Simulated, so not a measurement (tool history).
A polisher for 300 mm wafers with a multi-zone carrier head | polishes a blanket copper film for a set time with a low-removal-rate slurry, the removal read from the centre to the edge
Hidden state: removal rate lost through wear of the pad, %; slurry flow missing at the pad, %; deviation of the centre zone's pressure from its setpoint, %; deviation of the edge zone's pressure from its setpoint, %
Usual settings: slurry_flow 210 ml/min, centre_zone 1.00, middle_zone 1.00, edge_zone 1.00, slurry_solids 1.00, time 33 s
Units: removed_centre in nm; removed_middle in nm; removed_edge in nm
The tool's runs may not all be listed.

run   hour  slurry_flow  centre_zone  middle_zone  edge_zone  slurry_solids  time  wafers since the last listed run  wafers polished on this pad  hours since the slurry nozzle was cleaned  hours since the centre zone pressure was calibrated  hours since the edge zone pressure was calibrated  hours since the carrier head's membrane was replaced  incoming thickness of the incoming film, nm  removed_centre  removed_middle  removed_edge
  1    0.0          210         0.97         1.00       1.00           1.00    33                                 0                          173                                      632.0                                               1317.4                                              619.4                                                  18.7                                        680.6            75.3            75.9          74.6
  2   15.6          210         1.00         1.00       1.00           1.00    33                               144                          317                                      647.6                                               1333.0                                              635.0                                                  34.3                                        683.4            76.3            75.5          74.4
      31.0  -- slurry nozzle cleaned
  3   33.0          175         1.12         1.00       1.00           1.00    21                               151                          469                                        2.0                                               1350.4                                              652.4                                                  51.7                                        680.7            53.1            46.5          45.8
  4   43.9          210         1.00         1.00       1.00           0.75    33                               100                          570                                       12.9                                               1361.3                                              663.3                                                  62.6                                        676.8            66.2            66.1          64.3
  5   51.8          185         1.00         1.00       0.94           0.85    44                                73                          643                                       20.8                                               1369.2                                              671.2                                                  70.5                                        683.1            91.6            89.8          86.1
  6   59.8          210         1.00         1.03       0.90           1.00    33                                74                          718                                       28.8                                               1377.2                                              679.2                                                  78.5                                        686.9            71.9            73.3          67.6
  7   67.6          210         1.00         1.00       1.00           1.00    33                                72                          790                                       36.6                                               1385.0                                              687.0                                                  86.3                                        674.9            70.5            70.4          69.5
      82.0  -- worn pad replaced by a new one
  8   82.5          210         1.10         1.00       1.00           1.00    33                               100                            4                                       51.5                                               1399.9                                              701.9                                                 101.2                                        667.8            84.7            75.9          74.2
      88.6  -- centre zone pressure recalibrated
  9   91.6          210         1.00         1.11       1.00           1.00    33                                65                           70                                       60.6                                                  3.0                                              711.0                                                 110.3                                        681.8            77.8            83.3          74.7
 10   99.9          210         1.00         1.11       1.06           1.00    29                                76                          147                                       68.9                                                 11.3                                              719.3                                                 118.6                                        685.0            67.9            72.5          67.7
 11  109.9          210         1.00         1.00       1.00           1.00    33                                92                          239                                       78.9                                                 21.3                                              729.3                                                 128.6                                        688.8            76.9            75.2          74.0
 12  123.0          210         0.96         1.00       1.00           1.00    33                               121                          360                                       92.0                                                 34.4                                              742.4                                                 141.7                                        681.1            71.9            74.8          74.4
 13  134.1          230         1.00         1.00       0.96           0.90    42                               102                          463                                      103.1                                                 45.5                                              753.5                                                 152.8                                        690.0            93.8            91.0          87.7
 14  140.2          210         1.00         0.88       1.00           1.00    33                                56                          520                                      109.2                                                 51.6                                              759.6                                                 158.9                                        677.7            74.5            66.3          72.7
     156.9  -- edge zone pressure recalibrated
     177.5  -- worn pad replaced by a new one
 15  181.9          210         1.00         1.10       1.00           1.00    37                               330                           40                                      150.9                                                 93.3                                               25.0                                                 200.6                                        671.5            84.4            89.9          83.5
 16  196.8          210         1.00         1.00       1.00           1.00    33                               138                          178                                      165.8                                                108.2                                               39.9                                                 215.5                                        669.5            77.0            75.0          73.0
 17  208.0          210         1.00         0.93       1.00           1.00    33                               103                          282                                      177.0                                                119.4                                               51.1                                                 226.7                                        675.9            75.7            69.1          72.8
 18  221.0          210         1.05         1.00       1.00           1.00    42                               120                          402                                      190.0                                                132.4                                               64.1                                                 239.7                                        691.7            97.6            93.8          91.4
 19  234.4          210         1.00         1.00       1.00           1.00    33                               124                          526                                      203.4                                                145.8                                               77.5                                                 253.1                                        675.6            75.4            71.7          71.4
 20  248.3          210         1.08         1.00       1.00           1.00    33                               128                          655                                      217.3                                                159.7                                               91.4                                                 267.0                                        680.1            76.9            70.6          69.7
 21  259.3          210         1.10         1.10       1.00           0.75    43                               101                          757                                      228.3                                                170.7                                              102.4                                                 278.0                                        689.3            89.5            88.5          80.9

Forecast each of these 5 alternatives for the next run:
  A  259.7          210         1.00         1.00       1.00           1.00    33                                 3                          761                                      228.7                                                171.1                                              102.8                                                 278.4                                        687.0               ?               ?             ?
  B  259.7          210         1.00         0.95       1.07           1.30    38                                 3                          761                                      228.7                                                171.1                                              102.8                                                 278.4                                        687.0               ?               ?             ?
  C  259.7          210         1.00         0.97       1.00           1.15    33                                 3                          761                                      228.7                                                171.1                                              102.8                                                 278.4                                        687.0               ?               ?             ?
  D  259.7          210         1.00         1.10       1.00           0.75    33                                 3                          761                                      228.7                                                171.1                                              102.8                                                 278.4                                        687.0               ?               ?             ?
  E  259.7          170         1.00         1.00       1.00           1.00    33                                 3                          761                                      228.7                                                171.1                                              102.8                                                 278.4                                        687.0               ?               ?             ?

run  removed_centre  removed_middle  removed_edge
  A            71.4            69.8          68.3
  B            89.4            83.8          88.6
  C            74.7            71.2          71.6
  D            64.3            68.1          61.5
  E            69.8            68.4          67.3
Without the tool's hidden state the same runs would have given:
run  removed_centre  removed_middle  removed_edge
  A            78.9            77.1          75.5
  B            98.9            92.6          98.0
  C            82.6            78.7          79.1
  D            71.1            75.3          67.9
  E            77.2            75.6          74.5
